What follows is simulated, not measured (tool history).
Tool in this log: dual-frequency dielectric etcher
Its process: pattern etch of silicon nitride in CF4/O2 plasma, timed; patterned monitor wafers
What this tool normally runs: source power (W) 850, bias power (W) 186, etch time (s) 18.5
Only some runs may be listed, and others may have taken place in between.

run,hour,source power (W),bias power (W),etch time (s),"read-back reference wafer on the same gauge, depth_nm",mean etch depth across the wafer (nm)
1,0.0,850,172,19.5,49.8,59.0
2,40.6,850,172,19.5,49.8,58.8
3,93.3,850,174,18.5,49.8,55.7
4,192.2,850,186,18.5,49.8,57.1
# hour 307.8: wet clean of the chamber
5,308.3,850,186,18.5,49.8,57.2
6,382.9,850,186,18.5,49.7,57.3
7,423.4,850,168,18.5,49.7,55.3
8,514.4,850,168,18.5,49.7,54.9
9,615.6,850,168,18.5,49.7,55.1
10,676.2,850,186,15.5,49.7,47.8
# hour 715.3: source power generator calibrated
11,745.7,850,186,17.0,49.7,52.5
# hour 800.4: wet clean of the chamber
12,805.8,850,186,17.0,49.7,52.5
# hour 908.0: gauge calibrated
13,909.7,850,186,17.0,50.6,53.4
14,979.1,850,186,18.5,50.5,57.9
15,1052.0,850,165,18.5,50.4,55.5
16,1090.8,850,186,18.5,50.4,57.8
17,1130.1,850,141,18.5,50.3,52.6
18,1188.9,670,186,17.0,50.3,41.9
19,1277.3,850,213,18.5,50.2,60.9
# hour 1358.3: upper electrode replaced
# hour 1361.9: wet clean of the chamber
20,1362.4,1000,186,22.5,50.2,82.1
21,1443.7,850,186,18.5,50.1,57.5
22,1518.7,850,186,18.5,50.1,57.6
# hour 1533.8: bias power generator calibrated
23,1576.5,850,186,18.5,50.1,57.5
24,1668.3,970,159,20.0,50.0,67.2
25,1739.6,690,208,18.5,50.0,48.4
# hour 1837.0: wet clean of the chamber
26,1837.5,850,186,18.5,50.0,57.2
27,1913.5,710,229,16.5,50.0,46.1
28,1990.4,850,186,18.5,50.0,57.5
29,2062.6,850,148,14.5,49.9,41.6
30,2133.8,850,186,23.0,49.9,71.5
31,2215.4,660,186,18.5,49.9,44.4

Results per run with the tool's hidden condition removed, run-to-run variation unchanged:
The tool's hidden condition here consists of: etch rate over this chamber's usual, %; source power that arrives over what is set, %; bias power that arrives over what is set, %; gauge reads high (%).
run,mean etch depth across the wafer (nm)
1,59.8
2,59.6
3,56.5
4,57.9
5,58.0
6,58.2
7,56.2
8,55.7
9,56.0
10,48.6
11,53.3
12,53.4
13,53.4
14,58.0
15,55.7
16,58.0
17,52.8
18,42.1
19,61.3
20,82.6
21,57.9
22,58.1
23,58.0
24,67.8
25,48.8
26,57.7
27,46.6
28,58.1
29,42.0
30,72.3
31,44.9
